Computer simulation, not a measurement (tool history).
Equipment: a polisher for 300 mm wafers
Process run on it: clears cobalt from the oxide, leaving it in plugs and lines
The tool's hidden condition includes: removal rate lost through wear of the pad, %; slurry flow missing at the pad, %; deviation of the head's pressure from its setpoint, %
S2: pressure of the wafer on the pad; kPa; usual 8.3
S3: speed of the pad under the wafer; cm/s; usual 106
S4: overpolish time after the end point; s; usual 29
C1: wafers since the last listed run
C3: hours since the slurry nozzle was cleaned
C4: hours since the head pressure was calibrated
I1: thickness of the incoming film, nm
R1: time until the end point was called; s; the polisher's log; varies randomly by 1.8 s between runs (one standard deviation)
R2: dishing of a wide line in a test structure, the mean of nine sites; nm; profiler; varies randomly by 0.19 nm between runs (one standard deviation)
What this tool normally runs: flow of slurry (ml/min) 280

run 1 hour=0.0 | flow_of_slurry_(ml/min)=280 S2=8.3 S3=106 S4=29 | C1=0 wafers_polished_on_this_pad=1012 C3=320.9 C4=578.5 | I1=359.7 | R1=130.9 R2=12.9
-- hour=26.3 slurry nozzle cleaned
run 2 hour=63.6 | flow_of_slurry_(ml/min)=280 S2=9.7 S3=106 S4=29 | C1=295 wafers_polished_on_this_pad=1308 C3=37.3 C4=642.1 | I1=356.6 | R1=109.4 R2=12.5
-- hour=111.2 head pressure recalibrated
run 3 hour=115.1 | flow_of_slurry_(ml/min)=280 S2=9.7 S3=106 S4=29 | C1=233 wafers_polished_on_this_pad=1542 C3=88.8 C4=3.9 | I1=365.6 | R1=122.4 R2=12.7
-- hour=126.4 worn pad replaced by a new one
run 4 hour=165.5 | flow_of_slurry_(ml/min)=280 S2=8.3 S3=106 S4=29 | C1=219 wafers_polished_on_this_pad=184 C3=139.2 C4=54.3 | I1=355.9 | R1=137.7 R2=13.0
run 5 hour=221.2 | flow_of_slurry_(ml/min)=280 S2=8.3 S3=106 S4=29 | C1=263 wafers_polished_on_this_pad=447 C3=194.9 C4=110.0 | I1=364.8 | R1=140.4 R2=12.8
run 6 hour=279.0 | flow_of_slurry_(ml/min)=280 S2=8.3 S3=106 S4=29 | C1=273 wafers_polished_on_this_pad=720 C3=252.7 C4=167.8 | I1=359.6 | R1=138.0 R2=12.5
run 7 hour=339.3 | flow_of_slurry_(ml/min)=280 S2=8.3 S3=88 S4=22 | C1=284 wafers_polished_on_this_pad=1005 C3=313.0 C4=228.1 | I1=359.7 | R1=161.6 R2=12.5
run 8 hour=393.3 | flow_of_slurry_(ml/min)=280 S2=8.3 S3=88 S4=22 | C1=255 wafers_polished_on_this_pad=1260 C3=367.0 C4=282.1 | I1=355.1 | R1=157.0 R2=12.5
-- hour=429.0 slurry nozzle cleaned
run 9 hour=458.6 | flow_of_slurry_(ml/min)=280 S2=8.3 S3=88 S4=22 | C1=303 wafers_polished_on_this_pad=1564 C3=29.6 C4=347.4 | I1=361.8 | R1=157.4 R2=12.8
run 10 hour=502.8 | flow_of_slurry_(ml/min)=280 S2=6.2 S3=106 S4=29 | C1=208 wafers_polished_on_this_pad=1773 C3=73.8 C4=391.6 | I1=364.5 | R1=171.5 R2=13.0
-- hour=519.4 worn pad replaced by a new one
run 11 hour=538.0 | flow_of_slurry_(ml/min)=280 S2=6.2 S3=106 S4=29 | C1=147 wafers_polished_on_this_pad=87 C3=109.0 C4=426.8 | I1=360.2 | R1=172.2 R2=13.0
run 12 hour=601.3 | flow_of_slurry_(ml/min)=280 S2=8.3 S3=80 S4=29 | C1=299 wafers_polished_on_this_pad=386 C3=172.3 C4=490.1 | I1=357.0 | R1=166.3 R2=12.7
run 13 hour=661.9 | flow_of_slurry_(ml/min)=280 S2=8.3 S3=80 S4=29 | C1=286 wafers_polished_on_this_pad=673 C3=232.9 C4=550.7 | I1=358.2 | R1=162.7 R2=12.7
run 14 hour=727.0 | flow_of_slurry_(ml/min)=280 S2=8.3 S3=80 S4=29 | C1=307 wafers_polished_on_this_pad=980 C3=298.0 C4=615.8 | I1=353.4 | R1=165.0 R2=12.6
run 15 hour=761.3 | flow_of_slurry_(ml/min)=350 S2=8.3 S3=106 S4=29 | C1=162 wafers_polished_on_this_pad=1142 C3=332.3 C4=650.1 | I1=364.8 | R1=126.3 R2=12.8
-- hour=785.4 head pressure recalibrated
run 16 hour=788.6 | flow_of_slurry_(ml/min)=280 S2=8.3 S3=84 S4=38 | C1=119 wafers_polished_on_this_pad=1262 C3=359.6 C4=3.2 | I1=360.1 | R1=184.0 R2=12.8
run 17 hour=820.7 | flow_of_slurry_(ml/min)=350 S2=8.3 S3=106 S4=29 | C1=151 wafers_polished_on_this_pad=1413 C3=391.7 C4=35.3 | I1=365.6 | R1=139.8 R2=12.7
-- hour=823.7 slurry nozzle cleaned
run 18 hour=847.0 | flow_of_slurry_(ml/min)=280 S2=8.3 S3=106 S4=33 | C1=119 wafers_polished_on_this_pad=1533 C3=23.3 C4=61.6 | I1=360.8 | R1=139.2 R2=12.8
run 19 hour=875.8 | flow_of_slurry_(ml/min)=360 S2=8.3 S3=106 S4=29 | C1=136 wafers_polished_on_this_pad=1669 C3=52.1 C4=90.4 | I1=359.7 | R1=136.9 R2=12.9
run 20 hour=902.3 | flow_of_slurry_(ml/min)=235 S2=8.3 S3=106 S4=29 | C1=125 wafers_polished_on_this_pad=1794 C3=78.6 C4=116.9 | I1=356.0 | R1=137.0 R2=12.9
-- hour=935.9 worn pad replaced by a new one
run 21 hour=945.5 | flow_of_slurry_(ml/min)=235 S2=6.9 S3=106 S4=15 | C1=185 wafers_polished_on_this_pad=45 C3=121.8 C4=160.1 | I1=358.6 | R1=170.9 R2=11.8
run 22 hour=995.1 | flow_of_slurry_(ml/min)=355 S2=8.3 S3=118 S4=20 | C1=234 wafers_polished_on_this_pad=279 C3=171.4 C4=209.7 | I1=363.8 | R1=123.7 R2=12.6
run 23 hour=1037.4 | flow_of_slurry_(ml/min)=230 S2=8.3 S3=70 S4=29 | C1=199 wafers_polished_on_this_pad=479 C3=213.7 C4=252.0 | I1=364.4 | R1=209.2 R2=12.5
run 24 hour=1065.4 | flow_of_slurry_(ml/min)=280 S2=8.3 S3=106 S4=29 | C1=132 wafers_polished_on_this_pad=611 C3=241.7 C4=280.0 | I1=359.6 | R1=135.2 R2=12.5
run 25 hour=1123.8 | flow_of_slurry_(ml/min)=280 S2=8.3 S3=106 S4=33 | C1=275 wafers_polished_on_this_pad=887 C3=300.1 C4=338.4 | I1=361.9 | R1=133.8 R2=13.0
run 26 hour=1192.6 | flow_of_slurry_(ml/min)=280 S2=9.7 S3=118 S4=18 | C1=325 wafers_polished_on_this_pad=1212 C3=368.9 C4=407.2 | I1=358.4 | R1=103.3 R2=12.7
run 27 hour=1247.1 | flow_of_slurry_(ml/min)=240 S2=11.0 S3=124 S4=44 | C1=257 wafers_polished_on_this_pad=1470 C3=423.4 C4=461.7 | I1=357.1 | R1=86.5 R2=12.6
-- hour=1250.9 slurry nozzle cleaned
run 28 hour=1275.9 | flow_of_slurry_(ml/min)=280 S2=8.3 S3=82 S4=29 | C1=131 wafers_polished_on_this_pad=1601 C3=25.0 C4=490.5 | I1=360.4 | R1=170.0 R2=12.7
-- hour=1353.9 worn pad replaced by a new one
-- hour=1396.9 head pressure recalibrated
run 29 hour=1432.6 | flow_of_slurry_(ml/min)=280 S2=7.6 S3=84 S4=29 | C1=711 wafers_polished_on_this_pad=362 C3=181.7 C4=35.7 | I1=355.6 | R1=187.8 R2=12.6
run 30 hour=1476.2 | flow_of_slurry_(ml/min)=235 S2=6.9 S3=136 S4=45 | C1=205 wafers_polished_on_this_pad=568 C3=225.3 C4=79.3 | I1=353.7 | R1=128.0 R2=13.3
run 31 hour=1518.4 | flow_of_slurry_(ml/min)=230 S2=8.3 S3=106 S4=18 | C1=199 wafers_polished_on_this_pad=767 C3=267.5 C4=121.5 | I1=358.7 | R1=139.9 R2=12.2
run 32 hour=1579.0 | flow_of_slurry_(ml/min)=330 S2=6.9 S3=106 S4=29 | C1=286 wafers_polished_on_this_pad=1053 C3=328.1 C4=182.1 | I1=363.4 | R1=166.1 R2=12.6
-- hour=1595.5 slurry nozzle cleaned
run 33 hour=1630.4 | flow_of_slurry_(ml/min)=345 S2=6.9 S3=122 S4=25 | C1=238 wafers_polished_on_this_pad=1291 C3=34.9 C4=233.5 | I1=360.3 | R1=141.4 R2=12.7
run 34 hour=1683.6 | flow_of_slurry_(ml/min)=215 S2=5.5 S3=80 S4=13 | C1=251 wafers_polished_on_this_pad=1543 C3=88.1 C4=286.7 | I1=361.1 | R1=260.1 R2=9.4

Here are 4 independent what-if runs from the current tool condition. What would each one return?
run A hour=1684.1 | flow_of_slurry_(ml/min)=280 S2=8.3 S3=106 S4=45 | C1=2 wafers_polished_on_this_pad=1545 C3=88.6 C4=287.2 | I1=361.7 | R1=? R2=?
run B hour=1684.1 | flow_of_slurry_(ml/min)=280 S2=5.5 S3=128 S4=29 | C1=2 wafers_polished_on_this_pad=1545 C3=88.6 C4=287.2 | I1=361.7 | R1=? R2=?
run C hour=1684.1 | flow_of_slurry_(ml/min)=355 S2=10.3 S3=106 S4=43 | C1=2 wafers_polished_on_this_pad=1545 C3=88.6 C4=287.2 | I1=361.7 | R1=? R2=?
run D hour=1684.1 | flow_of_slurry_(ml/min)=185 S2=6.9 S3=126 S4=38 | C1=2 wafers_polished_on_this_pad=1545 C3=88.6 C4=287.2 | I1=361.7 | R1=? R2=?

run=A R1=135.2 R2=12.9
run=B R1=165.8 R2=12.5
run=C R1=107.6 R2=12.7
run=D R1=139.7 R2=12.7
With the hidden condition removed and each run's random variation left untouched, the same runs would have given:
run=A R1=142.6 R2=12.9
run=B R1=174.9 R2=12.5
run=C R1=113.5 R2=12.8
run=D R1=147.3 R2=12.7
